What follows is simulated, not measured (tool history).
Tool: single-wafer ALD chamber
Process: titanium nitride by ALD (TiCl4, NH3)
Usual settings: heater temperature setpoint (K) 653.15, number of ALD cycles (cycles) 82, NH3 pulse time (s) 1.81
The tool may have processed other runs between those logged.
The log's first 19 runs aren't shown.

run   hour  heater temperature setpoint (K)  number of ALD cycles (cycles)  NH3 pulse time (s)  read-back reference wafer on the same gauge, thickness_nm  mean film thickness on the monitor wafer (Å)
     249.5  -- showerhead replaced
 20    250                           653.15                             82                1.81                                                      1.639                                         17.57
 21  266.3                           653.15                             69                1.22                                                      1.641                                         14.37
 22  276.4                           639.15                             82                2.16                                                      1.642                                         17.23
     285.2  -- thermocouple changed; heater temperature recalibrated
 23  293.1                           668.15                             70                 2.1                                                      1.642                                         15.35
 24  334.8                           653.15                             66                1.36                                                      1.644                                         13.89
 25  343.5                           661.15                             98                2.47                                                      1.645                                         21.38
 26  352.5                           653.15                             82                1.81                                                      1.647                                         17.55
 27  366.3                           653.15                             82                1.81                                                      1.646                                         17.51
 28  374.5                           647.15                             73                1.31                                                      1.647                                         15.12
 29  392.1                           645.15                             69                1.22                                                      1.649                                          14.2
 30  409.2                           661.15                             89                1.81                                                      1.648                                         19.28
 31  417.2                           653.15                             71                 1.5                                                       1.65                                         15.09
 32  424.7                           653.15                             82                1.81                                                       1.65                                         17.53
 33  436.2                           639.15                             92                1.26                                                      1.651                                         18.68
 34  451.6                           653.15                             82                1.81                                                      1.652                                         17.53
 35  461.6                           639.15                             96                1.11                                                      1.652                                         19.29
 36  478.1                           647.15                             82                1.81                                                      1.653                                         17.44
 37  490.4                           653.15                             82                1.81                                                      1.653                                         17.66
 38  507.2                           641.15                             72                1.81                                                      1.654                                         15.16
 39  522.3                           660.15                             94                1.81                                                      1.655                                         20.39
 40  528.8                           645.15                             82                1.09                                                      1.655                                         16.83

Alternative continuations, all from the tool just after run 40; predict every row:
  A  529.4                           653.15                             82                1.81                                                          ?                                             ?
  B  529.4                           664.15                             72                1.51                                                          ?                                             ?
  C  529.4                           653.15                             95                1.81                                                          ?                                             ?
  D  529.4                           653.15                             96                1.58                                                          ?                                             ?

run  read-back reference wafer on the same gauge, thickness_nm  mean film thickness on the monitor wafer (Å)
  A                                                      1.655                                         17.74
  B                                                      1.655                                         15.64
  C                                                      1.655                                         20.55
  D                                                      1.655                                         20.61
What these runs would have given with no unlogged condition in the tool:
run  mean film thickness on the monitor wafer (Å)
  A                                         17.47
  B                                          15.4
  C                                         20.24
  D                                         20.29

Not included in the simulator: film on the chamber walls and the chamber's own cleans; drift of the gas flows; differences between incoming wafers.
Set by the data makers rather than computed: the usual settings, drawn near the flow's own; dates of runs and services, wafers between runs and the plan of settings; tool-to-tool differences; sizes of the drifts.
